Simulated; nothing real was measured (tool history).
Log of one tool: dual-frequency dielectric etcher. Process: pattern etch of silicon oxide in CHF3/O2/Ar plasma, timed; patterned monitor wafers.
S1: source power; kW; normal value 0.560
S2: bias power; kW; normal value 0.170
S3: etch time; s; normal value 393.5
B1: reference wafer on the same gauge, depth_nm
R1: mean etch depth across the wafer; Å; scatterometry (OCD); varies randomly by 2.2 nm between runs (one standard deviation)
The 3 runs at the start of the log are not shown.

run   hour     S1     S2     S3     B1    R1
  4   68.0  0.560  0.179  393.5  860.9  7578
  5  101.0  0.560  0.179  393.5  861.1  7541
  6  120.4  0.560  0.170  393.5  861.0  7459
  7  160.4  0.560  0.170  393.5  860.8  7463
  8  180.9  0.560  0.170  393.5  861.4  7515
  9  210.1  0.560  0.170  393.5  861.4  7515
     249.0  -- wet clean of the chamber
 10  249.5  0.560  0.170  393.5  861.0  7355
 11  249.9  0.560  0.170  393.5  861.1  7344
 12  254.2  0.560  0.170  393.5  861.3  7290
 13  271.7  0.520  0.170  393.5  860.6  7023
 14  283.9  0.630  0.170  332.5  861.5  6637
 15  302.0  0.560  0.170  393.5  860.8  7350
 16  314.7  0.560  0.170  393.5  860.9  7337
 17  333.6  0.680  0.209  436.0  861.0  9624
     418.2  -- source power generator calibrated
 18  421.8  0.560  0.129  438.0  861.0  7912
 19  438.8  0.560  0.170  468.5  861.5  9073
     452.6  -- gauge calibrated
 20  462.5  0.560  0.156  465.5  860.7  8771

Run 21, settings as shown, results not yet in. Your forecast:
 21  487.2  0.560  0.185  352.0   ?   ?

B1: 861.2
R1: 7011 Å
Were there no unlogged condition in the tool, this run, its random variation unchanged, would have produced R1 6871 Å.

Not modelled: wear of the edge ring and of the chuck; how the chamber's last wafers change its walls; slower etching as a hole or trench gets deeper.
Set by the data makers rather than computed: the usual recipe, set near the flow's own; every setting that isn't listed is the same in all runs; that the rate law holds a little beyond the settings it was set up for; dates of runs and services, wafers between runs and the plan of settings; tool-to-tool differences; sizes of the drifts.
